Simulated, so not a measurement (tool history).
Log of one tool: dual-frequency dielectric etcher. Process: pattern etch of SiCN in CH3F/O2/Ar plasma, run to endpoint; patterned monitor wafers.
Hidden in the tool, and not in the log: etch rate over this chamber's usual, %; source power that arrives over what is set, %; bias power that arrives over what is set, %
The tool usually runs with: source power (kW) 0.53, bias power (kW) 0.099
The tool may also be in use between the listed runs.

run,hour,source power (kW),bias power (kW),wafers since the last listed run,hours since the last wet clean,hours since the last source power generator calibration,hours since the last bias power generator calibration,hours since the last upper electrode change,"incoming incoming film thickness, nm",endpoint time (s)
1,0,0.53,0.083,0,304.5,3970.4,2351.2,5272.1,7.33,15.8
2,16.6,0.53,0.099,124,321.1,3987,2367.8,5288.7,7.43,15.3
3,40.2,0.59,0.091,177,344.7,4010.6,2391.4,5312.3,7.35,14.9
4,56.6,0.59,0.091,123,361.1,4027,2407.8,5328.7,7.38,14.7
5,91.5,0.59,0.091,262,396,4061.9,2442.7,5363.6,7.45,14.9
6,109,0.53,0.107,131,413.5,4079.4,2460.2,5381.1,7.42,15.1
7,125.7,0.53,0.107,125,430.2,4096.1,2476.9,5397.8,7.51,15.2
# hour 154.5: wet clean of the chamber
8,155,0.53,0.081,39,0.5,4125.4,2506.2,5427.1,7.39,15.6
9,177.8,0.53,0.081,171,23.3,4148.2,2529,5449.9,7.47,15.7
10,190.3,0.53,0.081,93,35.8,4160.7,2541.5,5462.4,7.38,15.7
# hour 218.7: upper electrode replaced
# hour 219.7: source power generator calibrated
11,220.2,0.53,0.099,36,65.7,0.5,2571.4,1.5,7.37,14.9
12,227.9,0.53,0.099,57,73.4,8.2,2579.1,9.2,7.45,15.2
13,249.9,0.53,0.099,165,95.4,30.2,2601.1,31.2,7.38,14.9
14,285.3,0.59,0.091,265,130.8,65.6,2636.5,66.6,7.38,14.5
# hour 318.1: bias power generator calibrated
15,318.6,0.53,0.088,220,164.1,98.9,0.5,99.9,7.41,15.6
16,329.1,0.42,0.082,78,174.6,109.4,11,110.4,7.38,18.1
17,351.3,0.59,0.09,166,196.8,131.6,33.2,132.6,7.43,15
18,380.4,0.53,0.099,218,225.9,160.7,62.3,161.7,7.35,15

What does the tool deliver on the next run?
19,392.8,0.53,0.099,93,238.3,173.1,74.7,174.1,7.32,?

{"run 19": {"endpoint time (s)": 15.1}}
Minus the tool's unlogged condition, the same run would have read endpoint time (s) 14.4.

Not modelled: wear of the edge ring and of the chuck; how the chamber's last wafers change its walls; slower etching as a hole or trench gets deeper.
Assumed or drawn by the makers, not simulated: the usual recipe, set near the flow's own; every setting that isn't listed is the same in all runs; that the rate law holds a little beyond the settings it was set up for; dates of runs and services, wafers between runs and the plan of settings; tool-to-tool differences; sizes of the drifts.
